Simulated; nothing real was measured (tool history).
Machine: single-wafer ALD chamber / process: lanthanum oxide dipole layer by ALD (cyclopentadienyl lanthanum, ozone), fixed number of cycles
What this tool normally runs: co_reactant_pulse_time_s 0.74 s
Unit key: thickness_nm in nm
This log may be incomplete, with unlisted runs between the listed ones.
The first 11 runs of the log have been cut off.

| run | hour | co_reactant_pulse_time_s | wafers since the last listed run | hours since the last thermocouple change | hours since the last ozone generator service | hours since the showerhead was replaced | hours since the gauge calibration | read-back reference wafer on the same gauge, thickness_nm | thickness_nm |
|---|---|---|---|---|---|---|---|---|---|
| 12 | 307.3 | 0.74 | 605 | 2259.8 | 1160.1 | 2792.4 | 471.8 | 0.420 | 0.455 |
| 13 | 383.8 | 0.85 | 1367 | 2336.3 | 1236.6 | 2868.9 | 548.3 | 0.422 | 0.473 |
| 14 | 403.6 | 0.85 | 353 | 2356.1 | 1256.4 | 2888.7 | 568.1 | 0.421 | 0.479 |
| 15 | 438.8 | 0.66 | 629 | 2391.3 | 1291.6 | 2923.9 | 603.3 | 0.421 | 0.440 |
| 16 | 458.7 | 0.66 | 355 | 2411.2 | 1311.5 | 2943.8 | 623.2 | 0.421 | 0.439 |
|  | 467.4 | showerhead replaced |
| 17 | 486.7 | 0.98 | 357 | 2439.2 | 1339.5 | 19.3 | 651.2 | 0.422 | 0.492 |
| 18 | 504.5 | 0.74 | 318 | 2457.0 | 1357.3 | 37.1 | 669.0 | 0.421 | 0.455 |
|  | 546.7 | thermocouple changed; heater temperature recalibrated |
| 19 | 547.2 | 0.96 | 620 | 0.5 | 1400.0 | 79.8 | 711.7 | 0.421 | 0.491 |
|  | 559.8 | ozone generator serviced |
| 20 | 560.3 | 0.58 | 91 | 13.6 | 0.5 | 92.9 | 724.8 | 0.421 | 0.420 |
| 21 | 564.3 | 0.53 | 71 | 17.6 | 4.5 | 96.9 | 728.8 | 0.421 | 0.408 |
|  | 572.6 | gauge calibrated |
| 22 | 583.5 | 0.74 | 343 | 36.8 | 23.7 | 116.1 | 10.9 | 0.409 | 0.442 |
| 23 | 614.1 | 0.56 | 546 | 67.4 | 54.3 | 146.7 | 41.5 | 0.411 | 0.406 |
| 24 | 626.2 | 0.95 | 216 | 79.5 | 66.4 | 158.8 | 53.6 | 0.412 | 0.484 |
| 25 | 659.8 | 0.94 | 600 | 113.1 | 100.0 | 192.4 | 87.2 | 0.413 | 0.478 |
| 26 | 672.7 | 0.74 | 230 | 126.0 | 112.9 | 205.3 | 100.1 | 0.413 | 0.448 |
| 27 | 703.7 | 0.64 | 554 | 157.0 | 143.9 | 236.3 | 131.1 | 0.414 | 0.425 |
| 28 | 723.3 | 0.92 | 350 | 176.6 | 163.5 | 255.9 | 150.7 | 0.415 | 0.480 |
| 29 | 753.8 | 0.49 | 545 | 207.1 | 194.0 | 286.4 | 181.2 | 0.415 | 0.388 |
| 30 | 766.5 | 0.45 | 227 | 219.8 | 206.7 | 299.1 | 193.9 | 0.416 | 0.380 |
| 31 | 778.9 | 0.83 | 221 | 232.2 | 219.1 | 311.5 | 206.3 | 0.416 | 0.463 |
| 32 | 808.7 | 0.59 | 532 | 262.0 | 248.9 | 341.3 | 236.1 | 0.417 | 0.417 |
| 33 | 822.3 | 0.57 | 243 | 275.6 | 262.5 | 354.9 | 249.7 | 0.417 | 0.413 |

Branching from run 33: 3 alternative next runs. What would each branch give?
| A | 822.7 | 0.74 | 7 | 276.0 | 262.9 | 355.3 | 250.1 | ? | ? |
| B | 822.7 | 0.47 | 7 | 276.0 | 262.9 | 355.3 | 250.1 | ? | ? |
| C | 822.7 | 0.84 | 7 | 276.0 | 262.9 | 355.3 | 250.1 | ? | ? |

| run | read-back reference wafer on the same gauge, thickness_nm | thickness_nm |
|---|---|---|
| A | 0.417 | 0.451 |
| B | 0.417 | 0.386 |
| C | 0.417 | 0.470 |
What these runs would have given with no unlogged condition in the tool:
| run | thickness_nm |
|---|---|
| A | 0.441 |
| B | 0.377 |
| C | 0.459 |

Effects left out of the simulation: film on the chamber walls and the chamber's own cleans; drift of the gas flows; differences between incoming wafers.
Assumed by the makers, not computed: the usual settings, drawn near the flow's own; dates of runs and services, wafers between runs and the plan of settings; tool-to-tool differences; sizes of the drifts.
